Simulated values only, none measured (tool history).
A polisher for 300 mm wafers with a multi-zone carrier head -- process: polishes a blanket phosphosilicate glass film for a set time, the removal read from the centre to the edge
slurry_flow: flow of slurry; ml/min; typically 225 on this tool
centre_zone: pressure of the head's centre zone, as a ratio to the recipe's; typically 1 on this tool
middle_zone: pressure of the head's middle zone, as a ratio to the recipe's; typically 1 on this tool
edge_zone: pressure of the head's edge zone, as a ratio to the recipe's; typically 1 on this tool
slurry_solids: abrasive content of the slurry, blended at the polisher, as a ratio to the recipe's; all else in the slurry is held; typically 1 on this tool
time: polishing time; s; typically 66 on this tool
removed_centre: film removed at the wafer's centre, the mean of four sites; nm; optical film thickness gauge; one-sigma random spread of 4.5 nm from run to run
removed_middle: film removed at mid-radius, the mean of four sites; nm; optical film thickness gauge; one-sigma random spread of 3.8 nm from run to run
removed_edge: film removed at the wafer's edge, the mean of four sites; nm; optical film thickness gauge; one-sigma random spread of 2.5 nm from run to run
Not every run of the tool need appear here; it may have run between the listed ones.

| run | hour | slurry_flow | centre_zone | middle_zone | edge_zone | slurry_solids | time | incoming thickness of the incoming film, nm | removed_centre | removed_middle | removed_edge |
|---|---|---|---|---|---|---|---|---|---|---|---|
| 1 | 0 | 225 | 1 | 1 | 1 | 1 | 66 | 3252.7 | 271.5 | 295 | 305.1 |
| 2 | 69.6 | 225 | 1 | 1 | 1 | 1 | 66 | 3274.3 | 262 | 301.6 | 302.3 |
| 3 | 127.9 | 225 | 1 | 1 | 1 | 1 | 66 | 3203.6 | 256.3 | 295.5 | 301.9 |
| 4 | 166.6 | 225 | 1 | 0.97 | 0.96 | 1 | 56 | 3292.1 | 217.6 | 246.1 | 248.6 |
| 5 | 226.4 | 225 | 0.89 | 0.89 | 0.9 | 1.15 | 66 | 3291.7 | 243 | 295.6 | 302.4 |
| 6 | 257.3 | 165 | 1 | 1 | 1 | 1 | 66 | 3178.9 | 242.8 | 286.2 | 293.3 |
| 7 | 325.7 | 225 | 1 | 1 | 1.11 | 1 | 59 | 3283.2 | 268.9 | 266.4 | 284.4 |
| 8 | 386.3 | 225 | 1 | 1 | 1.06 | 1 | 66 | 3254.2 | 285.3 | 294.8 | 315 |
| 9 | 437.4 | 225 | 1 | 1 | 1 | 0.95 | 49 | 3233.8 | 206.6 | 212.7 | 216.9 |
| 10 | 483.8 | 225 | 1 | 1 | 1 | 1 | 66 | 3234.3 | 287.6 | 294.8 | 301.7 |
| 11 | 541 | 295 | 1 | 1.03 | 1 | 1 | 66 | 3276.8 | 292.5 | 311.1 | 315.2 |
| 12 | 604.7 | 225 | 0.96 | 0.96 | 1 | 1 | 59 | 3237 | 239.1 | 259.7 | 271.7 |
| 13 | 653.7 | 225 | 1 | 1 | 1 | 1 | 66 | 3247.4 | 275.5 | 298.1 | 299.4 |
| 14 | 704.5 | 225 | 1 | 1 | 0.94 | 1 | 76 | 3272.5 | 326.2 | 337.7 | 338.5 |
| 15 | 735.4 | 225 | 1 | 1 | 1 | 1.1 | 66 | 3292 | 302.5 | 303 | 317.9 |
| 16 | 774.3 | 285 | 1 | 1.1 | 1.11 | 0.9 | 66 | 3258.7 | 273 | 308.2 | 307.6 |
| 17 | 817.6 | 225 | 1 | 1 | 1.04 | 0.75 | 66 | 3235.4 | 237 | 256.5 | 266.4 |
| 18 | 854.8 | 290 | 1 | 1 | 1.05 | 1 | 66 | 3261.5 | 294.9 | 299.3 | 318.5 |
| 19 | 894.4 | 225 | 0.94 | 1.11 | 1 | 1.25 | 66 | 3281.9 | 288.6 | 345.5 | 335.6 |
| 20 | 921.2 | 225 | 1.04 | 1.05 | 1 | 1 | 87 | 3222.7 | 390.1 | 402.4 | 402.5 |

Not shown here: 9 entries made in the log between runs. Locate each between two listed runs and compare the hidden state at the listed run before it with the hidden state at the listed run after it:
From run 1 to run 2: slurry nozzle cleaned (hour 21.7)
  deviation of the centre zone's pressure from its setpoint, %: -10.8 -> -12.6
  the result without the hidden state subtracted from the measured one, removed_centre: -33.3 -> -38.2 nm
From run 2 to run 3: worn pad replaced by a new one (hour 85.5); edge zone pressure recalibrated (hour 120.4)
  deviation of the centre zone's pressure from its setpoint, %: -12.6 -> -13.8
  the result without the hidden state subtracted from the measured one, removed_centre: -38.2 -> -41.4 nm
From run 4 to run 5: carrier head's membrane replaced by a new one (hour 222)
  deviation of the centre zone's pressure from its setpoint, %: -14.4 -> -15.2
  the result without the hidden state subtracted from the measured one, removed_centre: -37 -> -44.6 nm
From run 6 to run 7: centre zone pressure recalibrated, repeated, since the last time left the tool worse (hour 263.3)
  deviation of the centre zone's pressure from its setpoint, %: -15.6 -> -2.48
  the result without the hidden state subtracted from the measured one, removed_centre: -45.2 -> -6.9 nm
From run 7 to run 8: slurry nozzle cleaned (hour 374.4)
  deviation of the centre zone's pressure from its setpoint, %: -2.48 -> -3.78
  the result without the hidden state subtracted from the measured one, removed_centre: -6.9 -> -11.3 nm
From run 8 to run 9: worn pad replaced by a new one (hour 431.8)
  deviation of the centre zone's pressure from its setpoint, %: -3.78 -> -4.66
  the result without the hidden state subtracted from the measured one, removed_centre: -11.3 -> -10.2 nm
From run 13 to run 14: slurry nozzle cleaned (hour 697.3)
  deviation of the centre zone's pressure from its setpoint, %: -6.85 -> -7.14
  the result without the hidden state subtracted from the measured one, removed_centre: -20.4 -> -25.3 nm
From run 15 to run 16: worn pad replaced by a new one (hour 765.5)
  deviation of the centre zone's pressure from its setpoint, %: -7.29 -> -7.45
  the result without the hidden state subtracted from the measured one, removed_centre: -24 -> -22.2 nm

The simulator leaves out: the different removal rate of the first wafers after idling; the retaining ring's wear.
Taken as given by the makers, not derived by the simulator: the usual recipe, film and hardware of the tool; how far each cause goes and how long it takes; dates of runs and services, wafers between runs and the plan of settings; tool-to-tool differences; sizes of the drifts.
